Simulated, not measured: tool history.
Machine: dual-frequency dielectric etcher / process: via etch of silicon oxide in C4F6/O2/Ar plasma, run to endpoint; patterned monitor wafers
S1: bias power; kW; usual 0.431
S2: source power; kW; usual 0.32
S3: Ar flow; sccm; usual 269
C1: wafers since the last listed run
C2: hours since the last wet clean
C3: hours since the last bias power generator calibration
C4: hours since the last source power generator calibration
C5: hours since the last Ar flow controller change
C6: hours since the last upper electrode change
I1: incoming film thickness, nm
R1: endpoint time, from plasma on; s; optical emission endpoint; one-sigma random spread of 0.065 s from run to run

| run | day | S1 | S2 | S3 | C1 | C2 | C3 | C4 | C5 | C6 | I1 | R1 |
|---|---|---|---|---|---|---|---|---|---|---|---|---|
| 1 | 0 | 0.391 | 0.32 | 269 | 0 | 411.9 | 41.3 | 2806.2 | 4458.5 | 3334.7 | 90.7 | 21.8 |
| 2 | 0.671 | 0.391 | 0.32 | 269 | 253 | 428 | 57.4 | 2822.3 | 4474.6 | 3350.8 | 90.6 | 22 |
| 3 | 1.179 | 0.391 | 0.32 | 269 | 191 | 440.2 | 69.6 | 2834.5 | 4486.8 | 3363 | 90 | 21.7 |
|  | 2.304 | wet clean of the chamber |
| 4 | 2.325 | 0.431 | 0.32 | 269 | 55 | 0.5 | 97.1 | 2862 | 4514.3 | 3390.5 | 90.6 | 21.8 |
| 5 | 2.338 | 0.431 | 0.32 | 269 | 4 | 0.8 | 97.4 | 2862.3 | 4514.6 | 3390.8 | 90.8 | 21.8 |
| 6 | 2.35 | 0.482 | 0.35 | 269 | 4 | 1.1 | 97.7 | 2862.6 | 4514.9 | 3391.1 | 90.3 | 19.9 |
|  | 2.588 | source power generator calibrated |
|  | 3.008 | Ar flow controller replaced |
| 7 | 3.029 | 0.517 | 0.38 | 224 | 99 | 17.4 | 114 | 10.6 | 0.5 | 3407.4 | 91 | 18.5 |
| 8 | 3.317 | 0.431 | 0.32 | 269 | 108 | 24.3 | 120.9 | 17.5 | 7.4 | 3414.3 | 90.7 | 21.8 |
| 9 | 3.925 | 0.431 | 0.27 | 269 | 229 | 38.9 | 135.5 | 32.1 | 22 | 3428.9 | 90.1 | 23.3 |
| 10 | 4.379 | 0.431 | 0.32 | 269 | 171 | 49.8 | 146.4 | 43 | 32.9 | 3439.8 | 90.9 | 21.8 |
| 11 | 4.892 | 0.431 | 0.32 | 302 | 193 | 62.1 | 158.7 | 55.3 | 45.2 | 3452.1 | 91.4 | 22.2 |
| 12 | 5.288 | 0.431 | 0.32 | 269 | 149 | 71.6 | 168.2 | 64.8 | 54.7 | 3461.6 | 90.3 | 21.6 |
|  | 6.583 | upper electrode replaced |
| 13 | 6.604 | 0.431 | 0.28 | 203 | 119 | 103.2 | 199.8 | 96.4 | 86.3 | 0.5 | 90.6 | 22.2 |
| 14 | 6.617 | 0.431 | 0.32 | 269 | 4 | 103.5 | 200.1 | 96.7 | 86.6 | 0.8 | 90.7 | 21.5 |
| 15 | 6.692 | 0.431 | 0.32 | 269 | 28 | 105.3 | 201.9 | 98.5 | 88.4 | 2.6 | 90 | 21.5 |
| 16 | 7.429 | 0.361 | 0.39 | 332 | 278 | 123 | 219.6 | 116.2 | 106.1 | 20.3 | 89.6 | 21.3 |
| 17 | 7.779 | 0.431 | 0.32 | 225 | 132 | 131.4 | 228 | 124.6 | 114.5 | 28.7 | 91.5 | 21.3 |
| 18 | 8.525 | 0.371 | 0.38 | 290 | 281 | 149.3 | 245.9 | 142.5 | 132.4 | 46.6 | 91.4 | 21.4 |
| 19 | 8.792 | 0.431 | 0.24 | 269 | 100 | 155.7 | 252.3 | 148.9 | 138.8 | 53 | 89.9 | 24.5 |
| 20 | 9.462 | 0.343 | 0.39 | 245 | 253 | 171.8 | 268.4 | 165 | 154.9 | 69.1 | 90.4 | 21 |
| 21 | 9.983 | 0.431 | 0.29 | 269 | 196 | 184.3 | 280.9 | 177.5 | 167.4 | 81.6 | 90.5 | 22.5 |
| 22 | 10.55 | 0.531 | 0.29 | 233 | 213 | 197.9 | 294.5 | 191.1 | 181 | 95.2 | 90.2 | 20.3 |
| 23 | 10.954 | 0.379 | 0.24 | 319 | 152 | 207.6 | 304.2 | 200.8 | 190.7 | 104.9 | 91.2 | 26.7 |
| 24 | 11.321 | 0.431 | 0.4 | 269 | 138 | 216.4 | 313 | 209.6 | 199.5 | 113.7 | 89.8 | 19.2 |
| 25 | 11.896 | 0.53 | 0.36 | 322 | 216 | 230.2 | 326.8 | 223.4 | 213.3 | 127.5 | 90.1 | 19.2 |
| 26 | 12.254 | 0.431 | 0.32 | 269 | 135 | 238.8 | 335.4 | 232 | 221.9 | 136.1 | 90.4 | 21.4 |
| 27 | 12.783 | 0.431 | 0.32 | 269 | 199 | 251.5 | 348.1 | 244.7 | 234.6 | 148.8 | 89.8 | 21.2 |
| 28 | 13.408 | 0.431 | 0.28 | 269 | 235 | 266.5 | 363.1 | 259.7 | 249.6 | 163.8 | 90.1 | 22.5 |

List, for all runs, the conditions of the tool that the log does not record:
bias power that arrives over what is set, %: 0, the same for each run
source power that arrives over what is set, %: 0, the same for each run
Ar flow that arrives over what is set, %: 0, the same for each run
H1: etch rate over this chamber's usual, %
| run | H1 |
|---|---|
| 1 | 3.01 |
| 2 | 3.13 |
| 3 | 3.22 |
| 4 | 0.164 |
| 5 | 0.166 |
| 6 | 0.169 |
| 7 | 0.29 |
| 8 | 0.341 |
| 9 | 0.449 |
| 10 | 0.53 |
| 11 | 0.622 |
| 12 | 0.692 |
| 13 | 0.927 |
| 14 | 0.929 |
| 15 | 0.942 |
| 16 | 1.07 |
| 17 | 1.14 |
| 18 | 1.27 |
| 19 | 1.32 |
| 20 | 1.44 |
| 21 | 1.53 |
| 22 | 1.63 |
| 23 | 1.7 |
| 24 | 1.77 |
| 25 | 1.87 |
| 26 | 1.93 |
| 27 | 2.03 |
| 28 | 2.14 |

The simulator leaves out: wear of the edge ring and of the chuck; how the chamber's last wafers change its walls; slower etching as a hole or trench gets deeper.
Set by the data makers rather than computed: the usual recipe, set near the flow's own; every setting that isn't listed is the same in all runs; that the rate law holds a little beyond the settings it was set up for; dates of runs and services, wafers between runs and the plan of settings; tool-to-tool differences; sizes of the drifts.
